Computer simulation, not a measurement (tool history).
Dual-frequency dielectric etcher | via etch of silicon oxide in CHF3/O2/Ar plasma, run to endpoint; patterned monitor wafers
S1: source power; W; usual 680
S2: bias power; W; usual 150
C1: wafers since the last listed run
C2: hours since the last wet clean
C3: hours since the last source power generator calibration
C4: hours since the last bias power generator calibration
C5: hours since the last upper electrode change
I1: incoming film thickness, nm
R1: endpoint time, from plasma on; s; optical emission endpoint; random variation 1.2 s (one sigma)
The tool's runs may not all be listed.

run,hour,S1,S2,C1,C2,C3,C4,C5,I1,R1
1,0,680,150,0,122.6,1862.5,4580.4,3882.6,750.9,391.6
2,62.2,680,150,315,184.8,1924.7,4642.6,3944.8,747.3,389.7
3,120.5,680,150,295,243.1,1983,4700.9,4003.1,750.6,392.9
4,160,680,150,200,282.6,2022.5,4740.4,4042.6,749.4,394.1
5,197.7,680,150,191,320.3,2060.2,4778.1,4080.3,741.2,391.7
6,240.2,680,121,215,362.8,2102.7,4820.6,4122.8,752.7,425.3
# hour 266.8: upper electrode replaced
# hour 271.7: source power generator calibrated
7,298.9,680,121,155,421.5,27.2,4879.3,32.1,743.2,421.6
8,348,680,150,248,470.6,76.3,4928.4,81.2,754.7,402.1
# hour 369.8: bias power generator calibrated
9,373.8,840,150,110,496.4,102.1,4,107,750.5,361.4
10,410.3,680,150,184,532.9,138.6,40.5,143.5,746.7,399.4
# hour 466.3: wet clean of the chamber
11,469.6,680,121,178,3.3,197.9,99.8,202.8,743.3,413.2
12,501.7,760,119,162,35.4,230,131.9,234.9,752.3,396.2
13,564.4,590,163,317,98.1,292.7,194.6,297.6,755.7,412.4
14,605.8,680,174,209,139.5,334.1,236,339,744.8,370.6
15,645.1,800,175,199,178.8,373.4,275.3,378.3,746.6,344.4

The tool's hidden state at each run:
source power that arrives over what is set, %: 0 in every run
bias power that arrives over what is set, %: 0 in every run
H1: etch rate over this chamber's usual, %
run,H1
1,-0.543
2,-0.927
3,-1.29
4,-1.53
5,-1.76
6,-2.02
7,-2.38
8,-2.69
9,-2.85
10,-3.07
11,-0.184
12,-0.381
13,-0.768
14,-1.02
15,-1.26
